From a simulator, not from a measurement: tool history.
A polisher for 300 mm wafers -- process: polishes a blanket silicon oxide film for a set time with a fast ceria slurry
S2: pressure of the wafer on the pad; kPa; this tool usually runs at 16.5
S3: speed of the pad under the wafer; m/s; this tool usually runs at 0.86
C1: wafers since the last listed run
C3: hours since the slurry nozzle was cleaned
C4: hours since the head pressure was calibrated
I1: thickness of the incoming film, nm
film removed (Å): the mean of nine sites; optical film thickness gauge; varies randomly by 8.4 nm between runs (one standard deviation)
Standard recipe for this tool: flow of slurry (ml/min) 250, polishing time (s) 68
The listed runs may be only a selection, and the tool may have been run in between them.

Run 1, hour 0: usual settings; C1 0; wafers polished on this pad 1369; C3 501.5; C4 199.8; I1 3121.4. Result: film removed (Å) 6743.
Run 2, hour 8.3: usual settings; C1 68; wafers polished on this pad 1437; C3 509.8; C4 208.1; I1 3066.7. Result: film removed (Å) 6786.
At hour 16.9: worn pad replaced by a new one.
Run 3, hour 25.3: usual settings; C1 106; wafers polished on this pad 68; C3 526.8; C4 225.1; I1 3114.9. Result: film removed (Å) 6681.
Run 4, hour 35.9: usual settings but S3 0.7 m/s; C1 86; wafers polished on this pad 155; C3 537.4; C4 235.7; I1 3071.4. Result: film removed (Å) 5619.
Run 5, hour 53.5: usual settings; C1 144; wafers polished on this pad 300; C3 555; C4 253.3; I1 3155.2. Result: film removed (Å) 6561.
Run 6, hour 68: usual settings; C1 119; wafers polished on this pad 419; C3 569.5; C4 267.8; I1 3136.2. Result: film removed (Å) 6576.
Run 7, hour 76: usual settings but flow of slurry (ml/min) 295, S3 0.7 m/s; C1 65; wafers polished on this pad 484; C3 577.5; C4 275.8; I1 3097.5. Result: film removed (Å) 5581.
Run 8, hour 91.2: usual settings but flow of slurry (ml/min) 295, S3 0.7 m/s; C1 124; wafers polished on this pad 609; C3 592.7; C4 291; I1 3060.8. Result: film removed (Å) 5542.
Run 9, hour 98.1: usual settings but S2 12.4 kPa, polishing time (s) 77; C1 56; wafers polished on this pad 666; C3 599.6; C4 297.9; I1 3108. Result: film removed (Å) 5513.
Run 10, hour 108.4: usual settings; C1 84; wafers polished on this pad 750; C3 609.9; C4 308.2; I1 3099.2. Result: film removed (Å) 6657.
At hour 113.9: slurry nozzle cleaned.
Run 11, hour 114.7: usual settings; C1 43; wafers polished on this pad 794; C3 0.8; C4 314.5; I1 3084. Result: film removed (Å) 6626.
Run 12, hour 131.2: usual settings; C1 135; wafers polished on this pad 929; C3 17.3; C4 331; I1 3067.1. Result: film removed (Å) 6397.
Run 13, hour 146.6: usual settings; C1 126; wafers polished on this pad 1056; C3 32.7; C4 346.4; I1 3140.8. Result: film removed (Å) 6407.
Run 14, hour 162.3: usual settings; C1 128; wafers polished on this pad 1185; C3 48.4; C4 362.1; I1 3120.2. Result: film removed (Å) 6507.
At hour 171.5: head pressure recalibrated.
Run 15, hour 178.1: usual settings but S2 19.3 kPa; C1 113; wafers polished on this pad 1298; C3 64.2; C4 6.6; I1 3167.9. Result: film removed (Å) 8469.
At hour 190.9: worn pad replaced by a new one.
Run 16, hour 194.6: usual settings; C1 102; wafers polished on this pad 30; C3 80.7; C4 23.1; I1 3116. Result: film removed (Å) 7236.
Run 17, hour 204: usual settings but flow of slurry (ml/min) 190, S2 19.3 kPa, polishing time (s) 86; C1 77; wafers polished on this pad 107; C3 90.1; C4 32.5; I1 3099.4. Result: film removed (Å) 10283.
Run 18, hour 217.7: usual settings but S3 1.14 m/s; C1 112; wafers polished on this pad 219; C3 103.8; C4 46.2; I1 3083.4. Result: film removed (Å) 9046.
Run 19, hour 223.7: usual settings but flow of slurry (ml/min) 340, S2 11.7 kPa; C1 49; wafers polished on this pad 269; C3 109.8; C4 52.2; I1 3059.8. Result: film removed (Å) 5199.
Run 20, hour 230.9: usual settings; C1 59; wafers polished on this pad 328; C3 117; C4 59.4; I1 3071.7. Result: film removed (Å) 6989.
Run 21, hour 244.8: usual settings but flow of slurry (ml/min) 200, S2 20.7 kPa, S3 0.74 m/s, polishing time (s) 86; C1 114; wafers polished on this pad 442; C3 130.9; C4 73.3; I1 3114.4. Result: film removed (Å) 9501.
Run 22, hour 255.8: usual settings but S2 12.4 kPa, S3 0.78 m/s; C1 90; wafers polished on this pad 532; C3 141.9; C4 84.3; I1 3087.7. Result: film removed (Å) 4822.
Run 23, hour 268.1: usual settings but flow of slurry (ml/min) 315, S2 19.3 kPa; C1 100; wafers polished on this pad 633; C3 154.2; C4 96.6; I1 3107. Result: film removed (Å) 8396.
Run 24, hour 285.9: usual settings but flow of slurry (ml/min) 275, S2 13.8 kPa, S3 0.7 m/s; C1 146; wafers polished on this pad 779; C3 172; C4 114.4; I1 3132. Result: film removed (Å) 5017.
Run 25, hour 292.3: usual settings but flow of slurry (ml/min) 335, S3 0.62 m/s; C1 52; wafers polished on this pad 832; C3 178.4; C4 120.8; I1 3087. Result: film removed (Å) 5373.
Run 26, hour 302.3: usual settings; C1 82; wafers polished on this pad 914; C3 188.4; C4 130.8; I1 3130.6. Result: film removed (Å) 6848.
Run 27, hour 312.7: usual settings but S3 0.62 m/s; C1 85; wafers polished on this pad 999; C3 198.8; C4 141.2; I1 3083.3. Result: film removed (Å) 5377.
Run 28, hour 320.3: usual settings but polishing time (s) 81; C1 62; wafers polished on this pad 1061; C3 206.4; C4 148.8; I1 3111.5. Result: film removed (Å) 8367.
Run 29, hour 331.4: usual settings but flow of slurry (ml/min) 295, S3 0.7 m/s; C1 91; wafers polished on this pad 1152; C3 217.5; C4 159.9; I1 3091.8. Result: film removed (Å) 6036.
Run 30, hour 341.9: usual settings but flow of slurry (ml/min) 310, S3 1 m/s, polishing time (s) 52; C1 86; wafers polished on this pad 1239; C3 228; C4 170.4; I1 3157.9. Result: film removed (Å) 6232.

How would selected steps in film removed (Å) from run to run divide? Give the signed amount a tool lacking its hidden state would still show from settings, what came in and random variation, and the signed amount left for the hidden state, including any gauge scatter that is not in both of the compared results.
Unlogged tool condition in this case: removal rate lost through wear of the pad, %; slurry flow missing at the pad, %; deviation of the head's pressure from its setpoint, %.
Run 9 -> 10: S2 12.4 -> 16.5, polishing time (s) 77 -> 68. film removed (Å) +1144: hidden state -124, all else +1268.
Run 14 -> 15: S2 16.5 -> 19.3, head pressure recalibrated. film removed (Å) +1962: hidden state +755, all else +1207.
Run 18 -> 19: flow of slurry (ml/min) 250 -> 340, S2 16.5 -> 11.7, S3 1.14 -> 0.86. film removed (Å) -3847: hidden state +11, all else -3858.
Run 21 -> 22: flow of slurry (ml/min) 200 -> 250, S2 20.7 -> 12.4, S3 0.74 -> 0.78, polishing time (s) 86 -> 68. film removed (Å) -4679: hidden state +44, all else -4723.
Run 22 -> 23: flow of slurry (ml/min) 250 -> 315, S2 12.4 -> 19.3, S3 0.78 -> 0.86. film removed (Å) +3574: hidden state -83, all else +3657.
Run 27 -> 28: S3 0.62 -> 0.86, polishing time (s) 68 -> 81. film removed (Å) +2990: hidden state -111, all else +3101.

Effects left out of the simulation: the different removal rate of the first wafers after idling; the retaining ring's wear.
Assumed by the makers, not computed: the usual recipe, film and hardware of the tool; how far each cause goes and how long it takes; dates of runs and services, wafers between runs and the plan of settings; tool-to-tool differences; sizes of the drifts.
